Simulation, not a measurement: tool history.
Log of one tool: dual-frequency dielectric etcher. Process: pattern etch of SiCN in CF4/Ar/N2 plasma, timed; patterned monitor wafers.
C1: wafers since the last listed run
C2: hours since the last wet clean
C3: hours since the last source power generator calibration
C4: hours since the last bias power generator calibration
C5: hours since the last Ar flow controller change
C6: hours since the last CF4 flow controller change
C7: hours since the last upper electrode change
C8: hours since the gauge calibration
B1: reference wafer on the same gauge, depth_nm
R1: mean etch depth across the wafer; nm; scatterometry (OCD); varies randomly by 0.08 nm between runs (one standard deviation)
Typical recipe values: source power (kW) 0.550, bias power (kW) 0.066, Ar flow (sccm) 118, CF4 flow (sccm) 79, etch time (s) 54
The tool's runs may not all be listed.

{"run": 1, "hour": 0.0, "source power (kW)": 0.55, "bias power (kW)": 0.061, "Ar flow (sccm)": 118, "CF4 flow (sccm)": 79, "etch time (s)": 54, "C1": 0, "C2": 300.1, "C3": 4764.4, "C4": 3565.2, "C5": 1434.6, "C6": 3403.5, "C7": 4594.2, "C8": 27.3, "B1": 49.2, "R1": 53.5}
{"run": 2, "hour": 16.1, "source power (kW)": 0.55, "bias power (kW)": 0.061, "Ar flow (sccm)": 118, "CF4 flow (sccm)": 79, "etch time (s)": 54, "C1": 285, "C2": 316.2, "C3": 4780.5, "C4": 3581.3, "C5": 1450.7, "C6": 3419.6, "C7": 4610.3, "C8": 43.4, "B1": 49.2, "R1": 53.5}
{"run": 3, "hour": 26.7, "source power (kW)": 0.55, "bias power (kW)": 0.066, "Ar flow (sccm)": 118, "CF4 flow (sccm)": 83, "etch time (s)": 54, "C1": 188, "C2": 326.8, "C3": 4791.1, "C4": 3591.9, "C5": 1461.3, "C6": 3430.2, "C7": 4620.9, "C8": 54.0, "B1": 49.2, "R1": 56.3}
{"hour": 58.4, "done": "wet clean of the chamber"}
{"hour": 63.2, "done": "upper electrode replaced"}
{"hour": 67.1, "done": "source power generator calibrated"}
{"run": 4, "hour": 67.6, "source power (kW)": 0.55, "bias power (kW)": 0.066, "Ar flow (sccm)": 95, "CF4 flow (sccm)": 79, "etch time (s)": 54, "C1": 145, "C2": 9.2, "C3": 0.5, "C4": 3632.8, "C5": 1502.2, "C6": 3471.1, "C7": 4.4, "C8": 94.9, "B1": 49.2, "R1": 55.2}
{"run": 5, "hour": 68.0, "source power (kW)": 0.55, "bias power (kW)": 0.066, "Ar flow (sccm)": 118, "CF4 flow (sccm)": 79, "etch time (s)": 54, "C1": 7, "C2": 9.6, "C3": 0.9, "C4": 3633.2, "C5": 1502.6, "C6": 3471.5, "C7": 4.8, "C8": 95.3, "B1": 49.2, "R1": 53.2}
{"run": 6, "hour": 68.3, "source power (kW)": 0.55, "bias power (kW)": 0.066, "Ar flow (sccm)": 118, "CF4 flow (sccm)": 79, "etch time (s)": 54, "C1": 5, "C2": 9.9, "C3": 1.2, "C4": 3633.5, "C5": 1502.9, "C6": 3471.8, "C7": 5.1, "C8": 95.6, "B1": 49.2, "R1": 53.2}
{"run": 7, "hour": 77.1, "source power (kW)": 0.55, "bias power (kW)": 0.066, "Ar flow (sccm)": 118, "CF4 flow (sccm)": 79, "etch time (s)": 54, "C1": 156, "C2": 18.7, "C3": 10.0, "C4": 3642.3, "C5": 1511.7, "C6": 3480.6, "C7": 13.9, "C8": 104.4, "B1": 49.2, "R1": 53.0}

The next listed run, before its measurement:
{"run": 8, "hour": 83.5, "source power (kW)": 0.45, "bias power (kW)": 0.066, "Ar flow (sccm)": 105, "CF4 flow (sccm)": 63, "etch time (s)": 49, "C1": 113, "C2": 25.1, "C3": 16.4, "C4": 3648.7, "C5": 1518.1, "C6": 3487.0, "C7": 20.3, "C8": 110.8, "B1": "?", "R1": "?"}

B1: 49.2
R1: 43.9 nm
If the tool had no hidden condition, the same run with the same run-to-run variation would have returned R1 44.2 nm.
